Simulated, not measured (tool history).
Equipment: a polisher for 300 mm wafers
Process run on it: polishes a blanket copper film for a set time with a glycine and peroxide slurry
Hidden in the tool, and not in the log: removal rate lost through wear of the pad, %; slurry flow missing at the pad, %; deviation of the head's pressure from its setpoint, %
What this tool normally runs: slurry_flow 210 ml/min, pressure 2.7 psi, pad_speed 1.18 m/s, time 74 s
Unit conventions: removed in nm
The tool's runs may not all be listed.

run,hour,slurry_flow,pressure,pad_speed,time,wafers since the last listed run,wafers polished on this pad,hours since the slurry nozzle was cleaned,hours since the head pressure was calibrated,"incoming thickness of the incoming film, nm",removed
1,0,210,2.7,1.18,74,0,684,666.7,1228.5,1296.6,408.3
2,15.3,210,2.7,1.18,74,161,845,682,1243.8,1275.5,392.8
3,21.4,210,2.3,1.18,74,64,909,688.1,1249.9,1280.6,341.5
# hour 30.2: worn pad replaced by a new one
4,37.9,210,2.7,1.18,74,131,81,704.6,1266.4,1290.5,418.2
5,77.4,210,2.7,1.18,74,416,497,744.1,1305.9,1286.3,405.8
6,86.4,260,2.7,1.18,74,94,592,753.1,1314.9,1264.5,414.6
7,92.6,210,2.7,1.18,74,65,657,759.3,1321.1,1287.6,400.9
8,104.4,210,2.7,1.18,74,124,781,771.1,1332.9,1288.2,397
9,114.7,210,2.1,1.18,80,108,890,781.4,1343.2,1307.6,345.3
# hour 117: slurry nozzle cleaned
# hour 120.6: worn pad replaced by a new one
10,123.5,210,2.1,1.18,80,43,30,6.5,1352,1312.3,363.9
11,130.3,210,2.1,1.18,80,71,102,13.3,1358.8,1298.3,365.4
12,145.3,210,2.5,1.18,74,157,260,28.3,1373.8,1273,391.7
# hour 149.6: head pressure recalibrated
13,154.3,210,2.5,1.18,74,73,333,37.3,4.7,1263.9,387.1
14,167.5,210,2.7,1.18,74,139,472,50.5,17.9,1302.1,402.6
15,185.3,265,2.5,1.18,74,187,660,68.3,35.7,1281,389.3
# hour 194.9: worn pad replaced by a new one
16,212.2,210,1.9,1.18,74,241,181,95.2,62.6,1302.8,307.5
17,222.8,210,2.7,1.18,74,111,293,105.8,73.2,1309.8,412.8
18,238,155,2.7,1.18,74,160,453,121,88.4,1296.6,388.6
19,244.4,185,3.4,1.18,74,67,520,127.4,94.8,1309.3,485.9
20,256.7,210,2.7,1.18,74,129,650,139.7,107.1,1284.3,402.4
21,265.3,185,3.4,1.18,74,90,741,148.3,115.7,1279.2,472.1
# hour 276.9: worn pad replaced by a new one
22,277.4,230,2.7,1.18,54,85,4,160.4,127.8,1299.6,309.6
23,282.6,210,2.7,1.56,74,54,59,165.6,133,1282.2,529
24,290.7,210,2.7,1.18,74,85,145,173.7,141.1,1308,421.4
25,305.3,210,2.9,1.5,90,153,298,188.3,155.7,1309.6,656.5
26,316.1,135,2.1,1,64,113,412,199.1,166.5,1267.6,235.3

Each row is a separate what-if for the run after 26, all from the same tool condition, not one after another. Results?
A,316.5,210,2.7,1.18,74,4,416,199.5,166.9,1308.8,?
B,316.5,170,2.7,1.44,82,4,416,199.5,166.9,1308.8,?
C,316.5,165,2.2,0.86,74,4,416,199.5,166.9,1308.8,?

run,removed
A,408.7
B,522.9
C,260.6
Without the tool's hidden state the same runs would have given:
run,removed
A,423.6
B,541.9
C,270.1

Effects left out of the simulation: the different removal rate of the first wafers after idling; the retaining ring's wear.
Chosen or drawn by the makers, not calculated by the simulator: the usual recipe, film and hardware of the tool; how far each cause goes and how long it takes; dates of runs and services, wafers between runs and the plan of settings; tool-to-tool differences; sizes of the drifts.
